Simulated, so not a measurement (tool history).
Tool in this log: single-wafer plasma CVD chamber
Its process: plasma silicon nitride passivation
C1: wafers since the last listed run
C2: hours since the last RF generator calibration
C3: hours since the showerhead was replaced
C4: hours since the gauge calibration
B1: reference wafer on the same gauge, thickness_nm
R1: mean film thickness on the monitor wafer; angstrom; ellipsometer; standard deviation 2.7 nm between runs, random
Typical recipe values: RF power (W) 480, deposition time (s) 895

{"run": 1, "hour": 0.0, "RF power (W)": 480, "deposition time (s)": 990, "C1": 0, "C2": 1060.4, "C3": 2231.2, "C4": 553.1, "B1": 1339.417, "R1": 14470.69}
{"run": 2, "hour": 139.0, "RF power (W)": 480, "deposition time (s)": 990, "C1": 325, "C2": 1199.4, "C3": 2370.2, "C4": 692.1, "B1": 1340.202, "R1": 14436.42}
{"run": 3, "hour": 199.3, "RF power (W)": 480, "deposition time (s)": 990, "C1": 141, "C2": 1259.7, "C3": 2430.5, "C4": 752.4, "B1": 1339.805, "R1": 14440.28}
{"hour": 202.3, "done": "gauge calibrated"}
{"run": 4, "hour": 232.3, "RF power (W)": 480, "deposition time (s)": 895, "C1": 77, "C2": 1292.7, "C3": 2463.5, "C4": 30, "B1": 1339.028, "R1": 13099.24}
{"run": 5, "hour": 298.3, "RF power (W)": 480, "deposition time (s)": 895, "C1": 154, "C2": 1358.7, "C3": 2529.5, "C4": 96, "B1": 1339.418, "R1": 13058.38}
{"run": 6, "hour": 330.2, "RF power (W)": 480, "deposition time (s)": 895, "C1": 74, "C2": 1390.6, "C3": 2561.4, "C4": 127.9, "B1": 1340.044, "R1": 13043.83}
{"run": 7, "hour": 370.8, "RF power (W)": 450, "deposition time (s)": 766, "C1": 95, "C2": 1431.2, "C3": 2602, "C4": 168.5, "B1": 1339.722, "R1": 10959.48}
{"run": 8, "hour": 447.4, "RF power (W)": 450, "deposition time (s)": 766, "C1": 179, "C2": 1507.8, "C3": 2678.6, "C4": 245.1, "B1": 1339.778, "R1": 10918.66}
{"run": 9, "hour": 500.4, "RF power (W)": 480, "deposition time (s)": 895, "C1": 124, "C2": 1560.8, "C3": 2731.6, "C4": 298.1, "B1": 1340.7, "R1": 13028.34}
{"run": 10, "hour": 536.0, "RF power (W)": 480, "deposition time (s)": 895, "C1": 83, "C2": 1596.4, "C3": 2767.2, "C4": 333.7, "B1": 1340.516, "R1": 13071.22}
{"run": 11, "hour": 563.9, "RF power (W)": 480, "deposition time (s)": 895, "C1": 65, "C2": 1624.3, "C3": 2795.1, "C4": 361.6, "B1": 1339.287, "R1": 13080.16}
{"run": 12, "hour": 598.2, "RF power (W)": 480, "deposition time (s)": 895, "C1": 80, "C2": 1658.6, "C3": 2829.4, "C4": 395.9, "B1": 1338.969, "R1": 13084.72}
{"run": 13, "hour": 667.2, "RF power (W)": 480, "deposition time (s)": 895, "C1": 161, "C2": 1727.6, "C3": 2898.4, "C4": 464.9, "B1": 1340.682, "R1": 13091.81}
{"run": 14, "hour": 726.5, "RF power (W)": 540, "deposition time (s)": 895, "C1": 139, "C2": 1786.9, "C3": 2957.7, "C4": 524.2, "B1": 1340.624, "R1": 13599.6}
{"hour": 760.5, "done": "showerhead replaced"}
{"hour": 772.8, "done": "RF generator calibrated"}
{"run": 15, "hour": 784.5, "RF power (W)": 480, "deposition time (s)": 1010, "C1": 98, "C2": 11.7, "C3": 24, "C4": 582.2, "B1": 1340.521, "R1": 15076.72}
{"run": 16, "hour": 816.2, "RF power (W)": 515, "deposition time (s)": 967, "C1": 74, "C2": 43.4, "C3": 55.7, "C4": 613.9, "B1": 1339.426, "R1": 14741.82}
{"run": 17, "hour": 863.6, "RF power (W)": 480, "deposition time (s)": 895, "C1": 111, "C2": 90.8, "C3": 103.1, "C4": 661.3, "B1": 1339.402, "R1": 13266.72}
{"run": 18, "hour": 906.1, "RF power (W)": 420, "deposition time (s)": 762, "C1": 99, "C2": 133.3, "C3": 145.6, "C4": 703.8, "B1": 1340.143, "R1": 10763.45}
{"run": 19, "hour": 976.6, "RF power (W)": 480, "deposition time (s)": 895, "C1": 165, "C2": 203.8, "C3": 216.1, "C4": 774.3, "B1": 1339.462, "R1": 13233.84}
{"run": 20, "hour": 1039.7, "RF power (W)": 480, "deposition time (s)": 895, "C1": 147, "C2": 266.9, "C3": 279.2, "C4": 837.4, "B1": 1340.03, "R1": 13236.75}
{"run": 21, "hour": 1101.1, "RF power (W)": 405, "deposition time (s)": 895, "C1": 143, "C2": 328.3, "C3": 340.6, "C4": 898.8, "B1": 1339.544, "R1": 12387.27}
{"hour": 1115.5, "done": "gauge calibrated"}
{"run": 22, "hour": 1133.0, "RF power (W)": 440, "deposition time (s)": 1055, "C1": 74, "C2": 360.2, "C3": 372.5, "C4": 17.5, "B1": 1339.972, "R1": 15083.98}
{"run": 23, "hour": 1162.4, "RF power (W)": 420, "deposition time (s)": 762, "C1": 68, "C2": 389.6, "C3": 401.9, "C4": 46.9, "B1": 1339.417, "R1": 10753.18}
{"run": 24, "hour": 1226.9, "RF power (W)": 480, "deposition time (s)": 746, "C1": 151, "C2": 454.1, "C3": 466.4, "C4": 111.4, "B1": 1339.639, "R1": 10975.92}
{"run": 25, "hour": 1269.6, "RF power (W)": 445, "deposition time (s)": 1064, "C1": 100, "C2": 496.8, "C3": 509.1, "C4": 154.1, "B1": 1339.733, "R1": 15248.08}
{"run": 26, "hour": 1311.1, "RF power (W)": 570, "deposition time (s)": 745, "C1": 97, "C2": 538.3, "C3": 550.6, "C4": 195.6, "B1": 1339.392, "R1": 11642.94}
{"run": 27, "hour": 1354.6, "RF power (W)": 565, "deposition time (s)": 895, "C1": 102, "C2": 581.8, "C3": 594.1, "C4": 239.1, "B1": 1341.281, "R1": 13961.74}
{"run": 28, "hour": 1485.7, "RF power (W)": 530, "deposition time (s)": 1001, "C1": 307, "C2": 712.9, "C3": 725.2, "C4": 370.2, "B1": 1339.855, "R1": 15172.46}
{"run": 29, "hour": 1528.6, "RF power (W)": 480, "deposition time (s)": 895, "C1": 100, "C2": 755.8, "C3": 768.1, "C4": 413.1, "B1": 1340.779, "R1": 13101.81}
{"run": 30, "hour": 1561.2, "RF power (W)": 545, "deposition time (s)": 895, "C1": 76, "C2": 788.4, "C3": 800.7, "C4": 445.7, "B1": 1340.53, "R1": 13655.57}
{"run": 31, "hour": 1590.2, "RF power (W)": 480, "deposition time (s)": 895, "C1": 68, "C2": 817.4, "C3": 829.7, "C4": 474.7, "B1": 1339.736, "R1": 13105.75}

For each run, what was the tool's unlogged condition?
gauge reads high (%): 0 at every run
H1: delivered RF power above the setpoint (%)
run=1 H1=-5.99
run=2 H1=-6.26
run=3 H1=-6.36
run=4 H1=-6.41
run=5 H1=-6.5
run=6 H1=-6.55
run=7 H1=-6.6
run=8 H1=-6.68
run=9 H1=-6.74
run=10 H1=-6.77
run=11 H1=-6.8
run=12 H1=-6.83
run=13 H1=-6.88
run=14 H1=-6.93
run=15 H1=-1.02
run=16 H1=-1.36
run=17 H1=-1.84
run=18 H1=-2.25
run=19 H1=-2.86
run=20 H1=-3.35
run=21 H1=-3.78
run=22 H1=-3.99
run=23 H1=-4.18
run=24 H1=-4.56
run=25 H1=-4.78
run=26 H1=-4.99
run=27 H1=-5.2
run=28 H1=-5.74
run=29 H1=-5.89
run=30 H1=-6
run=31 H1=-6.1

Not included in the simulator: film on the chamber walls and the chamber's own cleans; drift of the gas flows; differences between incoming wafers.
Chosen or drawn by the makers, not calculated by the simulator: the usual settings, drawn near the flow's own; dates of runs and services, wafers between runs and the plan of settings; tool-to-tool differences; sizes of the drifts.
